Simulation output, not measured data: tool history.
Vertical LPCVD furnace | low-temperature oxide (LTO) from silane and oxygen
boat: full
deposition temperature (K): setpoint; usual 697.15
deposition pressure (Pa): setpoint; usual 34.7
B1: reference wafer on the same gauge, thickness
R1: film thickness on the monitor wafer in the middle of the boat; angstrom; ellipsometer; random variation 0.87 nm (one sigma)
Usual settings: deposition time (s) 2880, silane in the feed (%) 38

run 1 hour=0 | deposition_temperature_(K)=697.15 deposition_pressure_(Pa)=34.7 deposition_time_(s)=3180 silane_in_the_feed_(%)=38 | B1=537.97 | R1=6692.1
run 2 hour=32.4 | deposition_temperature_(K)=697.15 deposition_pressure_(Pa)=34.7 deposition_time_(s)=3180 silane_in_the_feed_(%)=38 | B1=538.15 | R1=6702.1
run 3 hour=57.3 | deposition_temperature_(K)=697.15 deposition_pressure_(Pa)=34.7 deposition_time_(s)=3750 silane_in_the_feed_(%)=38 | B1=537.96 | R1=7889.5
run 4 hour=86.2 | deposition_temperature_(K)=697.15 deposition_pressure_(Pa)=34.7 deposition_time_(s)=3750 silane_in_the_feed_(%)=38 | B1=537.95 | R1=7902.9
run 5 hour=134.5 | deposition_temperature_(K)=697.15 deposition_pressure_(Pa)=34.7 deposition_time_(s)=2880 silane_in_the_feed_(%)=38 | B1=537.69 | R1=6061.8
run 6 hour=197.8 | deposition_temperature_(K)=697.15 deposition_pressure_(Pa)=34.7 deposition_time_(s)=2880 silane_in_the_feed_(%)=38 | B1=538.09 | R1=6068.4
-- hour=274.2 pressure gauge zeroed
-- hour=289 thermocouples replaced and temperature profile calibrated
-- hour=292.8 gauge calibrated
-- hour=304.2 silane flow controller replaced
run 7 hour=304.7 | deposition_temperature_(K)=697.15 deposition_pressure_(Pa)=34.7 deposition_time_(s)=2880 silane_in_the_feed_(%)=38 | B1=538.15 | R1=5832.1
run 8 hour=308.4 | deposition_temperature_(K)=697.15 deposition_pressure_(Pa)=29.3 deposition_time_(s)=2430 silane_in_the_feed_(%)=38 | B1=537.97 | R1=4165.8
run 9 hour=351.5 | deposition_temperature_(K)=685.15 deposition_pressure_(Pa)=42 deposition_time_(s)=3540 silane_in_the_feed_(%)=38 | B1=538.12 | R1=7681
run 10 hour=404 | deposition_temperature_(K)=697.15 deposition_pressure_(Pa)=34.7 deposition_time_(s)=2880 silane_in_the_feed_(%)=38 | B1=538.38 | R1=5847.7
run 11 hour=432.4 | deposition_temperature_(K)=697.15 deposition_pressure_(Pa)=41.3 deposition_time_(s)=3270 silane_in_the_feed_(%)=45 | B1=537.94 | R1=9496.8
run 12 hour=486.2 | deposition_temperature_(K)=697.15 deposition_pressure_(Pa)=34.7 deposition_time_(s)=1950 silane_in_the_feed_(%)=33 | B1=537.88 | R1=3336.7
run 13 hour=536.1 | deposition_temperature_(K)=697.15 deposition_pressure_(Pa)=38 deposition_time_(s)=2880 silane_in_the_feed_(%)=38 | B1=538.1 | R1=6441.2
run 14 hour=566.1 | deposition_temperature_(K)=701.15 deposition_pressure_(Pa)=40 deposition_time_(s)=1770 silane_in_the_feed_(%)=38 | B1=537.93 | R1=4339.2

Forecast each of these 5 alternatives for the next run:
run A hour=570 | deposition_temperature_(K)=697.15 deposition_pressure_(Pa)=30 deposition_time_(s)=2880 silane_in_the_feed_(%)=38 | B1=? | R1=?
run B hour=570 | deposition_temperature_(K)=697.15 deposition_pressure_(Pa)=34.7 deposition_time_(s)=2880 silane_in_the_feed_(%)=33 | B1=? | R1=?
run C hour=570 | deposition_temperature_(K)=697.15 deposition_pressure_(Pa)=37.3 deposition_time_(s)=3330 silane_in_the_feed_(%)=38 | B1=? | R1=?
run D hour=570 | deposition_temperature_(K)=685.15 deposition_pressure_(Pa)=34.7 deposition_time_(s)=2430 silane_in_the_feed_(%)=38 | B1=? | R1=?
run E hour=570 | deposition_temperature_(K)=694.15 deposition_pressure_(Pa)=34.7 deposition_time_(s)=2880 silane_in_the_feed_(%)=38 | B1=? | R1=?

run=A B1=538.16 R1=5075.3
run=B B1=538.16 R1=4919.3
run=C B1=538.16 R1=7302.9
run=D B1=538.16 R1=4368.4
run=E B1=538.16 R1=5687.9
Without the tool's hidden state the same runs would have given:
run=A R1=5002.9
run=B R1=4846.2
run=C R1=7198.6
run=D R1=4303.1
run=E R1=5605.8

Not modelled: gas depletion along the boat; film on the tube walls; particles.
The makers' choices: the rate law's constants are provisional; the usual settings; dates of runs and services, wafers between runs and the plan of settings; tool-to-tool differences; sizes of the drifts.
